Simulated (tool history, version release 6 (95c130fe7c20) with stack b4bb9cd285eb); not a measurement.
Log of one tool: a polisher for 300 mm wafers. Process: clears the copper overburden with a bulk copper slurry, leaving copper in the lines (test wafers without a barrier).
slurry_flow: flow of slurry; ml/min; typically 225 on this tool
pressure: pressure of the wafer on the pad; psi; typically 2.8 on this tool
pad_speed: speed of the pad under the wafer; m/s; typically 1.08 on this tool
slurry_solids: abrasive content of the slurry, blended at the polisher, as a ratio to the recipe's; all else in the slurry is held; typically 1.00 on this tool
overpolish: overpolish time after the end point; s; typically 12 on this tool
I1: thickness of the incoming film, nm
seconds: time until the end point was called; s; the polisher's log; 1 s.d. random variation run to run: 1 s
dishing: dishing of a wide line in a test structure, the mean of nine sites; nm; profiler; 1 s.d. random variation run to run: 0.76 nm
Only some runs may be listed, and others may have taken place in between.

{"run": 1, "hour": 0.0, "slurry_flow": 225, "pressure": 2.5, "pad_speed": 0.98, "slurry_solids": 1.0, "overpolish": 12, "I1": 1196.9, "seconds": 133.8, "dishing": 48.8}
{"run": 2, "hour": 12.3, "slurry_flow": 225, "pressure": 2.5, "pad_speed": 0.98, "slurry_solids": 1.0, "overpolish": 12, "I1": 1191.6, "seconds": 134.7, "dishing": 49.5}
{"hour": 35.4, "done": "worn pad replaced by a new one"}
{"run": 3, "hour": 45.3, "slurry_flow": 225, "pressure": 2.5, "pad_speed": 0.98, "slurry_solids": 1.0, "overpolish": 12, "I1": 1186.1, "seconds": 130.4, "dishing": 48.0}
{"run": 4, "hour": 75.7, "slurry_flow": 250, "pressure": 2.8, "pad_speed": 1.34, "slurry_solids": 1.0, "overpolish": 12, "I1": 1199.8, "seconds": 85.7, "dishing": 59.9}
{"hour": 91.8, "done": "slurry nozzle cleaned"}
{"run": 5, "hour": 97.5, "slurry_flow": 225, "pressure": 2.8, "pad_speed": 1.08, "slurry_solids": 1.0, "overpolish": 12, "I1": 1202.6, "seconds": 109.8, "dishing": 55.5}
{"run": 6, "hour": 111.6, "slurry_flow": 225, "pressure": 2.8, "pad_speed": 1.08, "slurry_solids": 1.0, "overpolish": 12, "I1": 1201.3, "seconds": 111.1, "dishing": 54.4}
{"hour": 122.6, "done": "slurry blender recalibrated"}
{"run": 7, "hour": 146.0, "slurry_flow": 225, "pressure": 2.8, "pad_speed": 1.08, "slurry_solids": 1.0, "overpolish": 12, "I1": 1175.3, "seconds": 105.7, "dishing": 54.8}
{"run": 8, "hour": 164.0, "slurry_flow": 225, "pressure": 2.8, "pad_speed": 1.08, "slurry_solids": 1.0, "overpolish": 12, "I1": 1179.9, "seconds": 105.9, "dishing": 55.5}
{"hour": 192.0, "done": "worn pad replaced by a new one"}
{"run": 9, "hour": 199.8, "slurry_flow": 225, "pressure": 2.8, "pad_speed": 1.08, "slurry_solids": 1.0, "overpolish": 12, "I1": 1191.8, "seconds": 106.2, "dishing": 56.7}
{"run": 10, "hour": 226.7, "slurry_flow": 225, "pressure": 2.8, "pad_speed": 1.08, "slurry_solids": 1.0, "overpolish": 12, "I1": 1207.4, "seconds": 108.4, "dishing": 54.6}
{"run": 11, "hour": 245.8, "slurry_flow": 225, "pressure": 2.8, "pad_speed": 1.08, "slurry_solids": 1.0, "overpolish": 12, "I1": 1205.2, "seconds": 109.3, "dishing": 55.7}
{"run": 12, "hour": 278.6, "slurry_flow": 225, "pressure": 2.8, "pad_speed": 1.08, "slurry_solids": 1.0, "overpolish": 12, "I1": 1207.4, "seconds": 109.8, "dishing": 55.3}
{"run": 13, "hour": 305.8, "slurry_flow": 280, "pressure": 3.8, "pad_speed": 1.08, "slurry_solids": 0.8, "overpolish": 9, "I1": 1206.5, "seconds": 83.1, "dishing": 56.9}
{"run": 14, "hour": 320.4, "slurry_flow": 225, "pressure": 3.3, "pad_speed": 1.08, "slurry_solids": 1.0, "overpolish": 12, "I1": 1183.4, "seconds": 92.3, "dishing": 60.7}
{"hour": 344.2, "done": "worn pad replaced by a new one"}
{"run": 15, "hour": 348.4, "slurry_flow": 225, "pressure": 2.8, "pad_speed": 1.08, "slurry_solids": 1.0, "overpolish": 12, "I1": 1179.3, "seconds": 106.5, "dishing": 55.1}
{"run": 16, "hour": 366.7, "slurry_flow": 225, "pressure": 3.8, "pad_speed": 0.72, "slurry_solids": 1.15, "overpolish": 17, "I1": 1196.2, "seconds": 114.9, "dishing": 64.0}
{"hour": 379.0, "done": "slurry nozzle cleaned"}
{"run": 17, "hour": 383.5, "slurry_flow": 180, "pressure": 2.8, "pad_speed": 1.4, "slurry_solids": 1.0, "overpolish": 6, "I1": 1180.3, "seconds": 85.6, "dishing": 43.4}
{"run": 18, "hour": 410.6, "slurry_flow": 225, "pressure": 2.8, "pad_speed": 0.96, "slurry_solids": 1.1, "overpolish": 12, "I1": 1213.5, "seconds": 118.6, "dishing": 51.0}
{"hour": 423.8, "done": "head pressure recalibrated"}
{"run": 19, "hour": 424.2, "slurry_flow": 225, "pressure": 2.8, "pad_speed": 1.08, "slurry_solids": 1.0, "overpolish": 12, "I1": 1191.2, "seconds": 121.2, "dishing": 50.8}
{"hour": 428.8, "done": "slurry blender recalibrated"}
{"run": 20, "hour": 449.9, "slurry_flow": 225, "pressure": 2.8, "pad_speed": 1.08, "slurry_solids": 1.0, "overpolish": 12, "I1": 1190.2, "seconds": 121.6, "dishing": 51.4}
{"run": 21, "hour": 463.7, "slurry_flow": 225, "pressure": 2.3, "pad_speed": 1.18, "slurry_solids": 1.15, "overpolish": 12, "I1": 1214.1, "seconds": 131.8, "dishing": 48.2}
{"hour": 471.6, "done": "worn pad replaced by a new one"}
{"run": 22, "hour": 478.4, "slurry_flow": 300, "pressure": 2.8, "pad_speed": 1.08, "slurry_solids": 0.8, "overpolish": 10, "I1": 1198.5, "seconds": 123.7, "dishing": 46.8}
{"run": 23, "hour": 511.7, "slurry_flow": 225, "pressure": 2.8, "pad_speed": 1.08, "slurry_solids": 1.0, "overpolish": 12, "I1": 1205.8, "seconds": 120.8, "dishing": 52.1}
{"run": 24, "hour": 540.3, "slurry_flow": 225, "pressure": 2.2, "pad_speed": 1.08, "slurry_solids": 1.0, "overpolish": 12, "I1": 1179.8, "seconds": 146.0, "dishing": 44.6}
{"run": 25, "hour": 555.0, "slurry_flow": 225, "pressure": 2.8, "pad_speed": 1.08, "slurry_solids": 1.15, "overpolish": 12, "I1": 1207.6, "seconds": 115.6, "dishing": 52.9}
{"run": 26, "hour": 573.0, "slurry_flow": 200, "pressure": 2.4, "pad_speed": 1.42, "slurry_solids": 1.0, "overpolish": 10, "I1": 1196.8, "seconds": 106.2, "dishing": 48.8}
{"run": 27, "hour": 600.8, "slurry_flow": 285, "pressure": 2.3, "pad_speed": 1.08, "slurry_solids": 1.0, "overpolish": 12, "I1": 1209.1, "seconds": 141.3, "dishing": 47.2}

Below are 5 alternative next runs, each starting from the tool's condition after run 27. Predict each:
{"run": "A", "hour": 601.3, "slurry_flow": 225, "pressure": 2.8, "pad_speed": 1.08, "slurry_solids": 0.8, "overpolish": 12, "I1": 1170.0, "seconds": "?", "dishing": "?"}
{"run": "B", "hour": 601.3, "slurry_flow": 225, "pressure": 2.8, "pad_speed": 0.72, "slurry_solids": 1.1, "overpolish": 14, "I1": 1170.0, "seconds": "?", "dishing": "?"}
{"run": "C", "hour": 601.3, "slurry_flow": 175, "pressure": 2.8, "pad_speed": 1.08, "slurry_solids": 1.0, "overpolish": 12, "I1": 1170.0, "seconds": "?", "dishing": "?"}
{"run": "D", "hour": 601.3, "slurry_flow": 225, "pressure": 2.1, "pad_speed": 1.08, "slurry_solids": 1.0, "overpolish": 12, "I1": 1170.0, "seconds": "?", "dishing": "?"}
{"run": "E", "hour": 601.3, "slurry_flow": 225, "pressure": 2.8, "pad_speed": 1.08, "slurry_solids": 1.1, "overpolish": 12, "I1": 1170.0, "seconds": "?", "dishing": "?"}

run=A seconds=120.5 dishing=51.7
run=B seconds=167.5 dishing=46.8
run=C seconds=118.6 dishing=52.1
run=D seconds=150.7 dishing=44.4
run=E seconds=111.6 dishing=53.7
What these runs would have given with no unlogged condition in the tool:
run=A seconds=122.8 dishing=51.0
run=B seconds=170.7 dishing=46.2
run=C seconds=120.9 dishing=51.5
run=D seconds=153.5 dishing=43.8
run=E seconds=113.8 dishing=53.1
